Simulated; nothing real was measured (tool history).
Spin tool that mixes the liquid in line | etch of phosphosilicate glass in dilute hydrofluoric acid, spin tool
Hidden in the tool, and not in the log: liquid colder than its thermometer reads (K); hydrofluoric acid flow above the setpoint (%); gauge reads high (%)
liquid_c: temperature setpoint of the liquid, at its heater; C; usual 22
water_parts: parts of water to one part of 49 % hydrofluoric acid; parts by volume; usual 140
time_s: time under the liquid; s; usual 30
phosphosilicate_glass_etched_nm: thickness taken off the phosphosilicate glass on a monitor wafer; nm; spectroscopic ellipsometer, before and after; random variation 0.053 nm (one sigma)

| run | hour | liquid_c | water_parts | time_s | wafers since the last listed run | hours since the thermometer was replaced | hours since the hydrofluoric acid flow meter was replaced | hours since the gauge calibration | read-back film thickness of the phosphosilicate glass reference wafer, read on the same gauge (nm) | phosphosilicate_glass_etched_nm |
|---|---|---|---|---|---|---|---|---|---|---|
| 1 | 0 | 26 | 140 | 30 | 0 | 1513.4 | 511.7 | 396.5 | 110 | 16.48 |
| 2 | 20.1 | 26 | 140 | 30 | 161 | 1533.5 | 531.8 | 416.6 | 110.01 | 16.55 |
| 3 | 51.6 | 26 | 140 | 30 | 252 | 1565 | 563.3 | 448.1 | 109.99 | 16.57 |
| 4 | 80.4 | 22 | 140 | 30 | 230 | 1593.8 | 592.1 | 476.9 | 109.99 | 14.12 |
| 5 | 96.6 | 22 | 140 | 30 | 129 | 1610 | 608.3 | 493.1 | 109.98 | 14.09 |
| 6 | 115.9 | 22 | 140 | 30 | 154 | 1629.3 | 627.6 | 512.4 | 110.02 | 14.09 |
| 7 | 136.7 | 22 | 140 | 15 | 166 | 1650.1 | 648.4 | 533.2 | 109.98 | 7.05 |
| 8 | 165.9 | 22 | 140 | 15 | 234 | 1679.3 | 677.6 | 562.4 | 110 | 7.08 |
| 9 | 193 | 22 | 140 | 30 | 217 | 1706.4 | 704.7 | 589.5 | 110.01 | 14.12 |
| 10 | 209.2 | 22 | 140 | 30 | 129 | 1722.6 | 720.9 | 605.7 | 110 | 14.25 |
|  | 232 | gauge calibrated |
| 11 | 244.9 | 22 | 140 | 30 | 286 | 1758.3 | 756.6 | 12.9 | 110 | 14.18 |
| 12 | 259.5 | 22 | 140 | 30 | 117 | 1772.9 | 771.2 | 27.5 | 109.99 | 14.15 |
| 13 | 287.5 | 22 | 140 | 30 | 224 | 1800.9 | 799.2 | 55.5 | 110 | 14.17 |
| 14 | 307.2 | 22 | 165 | 50 | 157 | 1820.6 | 818.9 | 75.2 | 109.99 | 19.66 |
| 15 | 320.6 | 22 | 140 | 30 | 107 | 1834 | 832.3 | 88.6 | 110.01 | 14.23 |
|  | 332.3 | hydrofluoric acid flow meter replaced |
| 16 | 338.5 | 22 | 105 | 30 | 135 | 1851.9 | 6.2 | 106.5 | 110 | 18.6 |
| 17 | 363.4 | 22 | 140 | 30 | 199 | 1876.8 | 31.1 | 131.4 | 110.01 | 13.46 |
| 18 | 399.1 | 26 | 75 | 30 | 286 | 1912.5 | 66.8 | 167.1 | 110.01 | 31.88 |
| 19 | 412.9 | 22 | 105 | 30 | 110 | 1926.3 | 80.6 | 180.9 | 109.99 | 18.62 |
| 20 | 427.8 | 22 | 185 | 30 | 119 | 1941.2 | 95.5 | 195.8 | 109.98 | 9.68 |
| 21 | 460 | 20 | 170 | 25 | 258 | 1973.4 | 127.7 | 228 | 109.98 | 8.32 |
| 22 | 475 | 22 | 140 | 40 | 120 | 1988.4 | 142.7 | 243 | 109.98 | 17.88 |
|  | 480.8 | thermometer replaced |
| 23 | 501.1 | 24 | 140 | 40 | 201 | 20.3 | 168.8 | 269.1 | 109.97 | 21.59 |
| 24 | 542.6 | 22 | 200 | 25 | 332 | 61.8 | 210.3 | 310.6 | 109.98 | 8.2 |
| 25 | 575.8 | 22 | 105 | 30 | 266 | 95 | 243.5 | 343.8 | 109.99 | 20.7 |
| 26 | 603.1 | 22 | 140 | 30 | 218 | 122.3 | 270.8 | 371.1 | 109.99 | 15 |

Forecast each of these 5 alternatives for the next run:
| A | 603.5 | 22 | 140 | 30 | 3 | 122.7 | 271.2 | 371.5 | ? | ? |
| B | 603.5 | 19 | 140 | 45 | 3 | 122.7 | 271.2 | 371.5 | ? | ? |
| C | 603.5 | 22 | 140 | 50 | 3 | 122.7 | 271.2 | 371.5 | ? | ? |
| D | 603.5 | 18 | 200 | 30 | 3 | 122.7 | 271.2 | 371.5 | ? | ? |
| E | 603.5 | 17.5 | 75 | 30 | 3 | 122.7 | 271.2 | 371.5 | ? | ? |

| run | read-back film thickness of the phosphosilicate glass reference wafer, read on the same gauge (nm) | phosphosilicate_glass_etched_nm |
|---|---|---|
| A | 110 | 15 |
| B | 110 | 19.96 |
| C | 110 | 25 |
| D | 110 | 8.44 |
| E | 110 | 24.96 |
Without the tool's hidden state the same runs would have given:
| run | phosphosilicate_glass_etched_nm |
|---|---|
| A | 14.8 |
| B | 19.7 |
| C | 24.66 |
| D | 8.33 |
| E | 24.67 |

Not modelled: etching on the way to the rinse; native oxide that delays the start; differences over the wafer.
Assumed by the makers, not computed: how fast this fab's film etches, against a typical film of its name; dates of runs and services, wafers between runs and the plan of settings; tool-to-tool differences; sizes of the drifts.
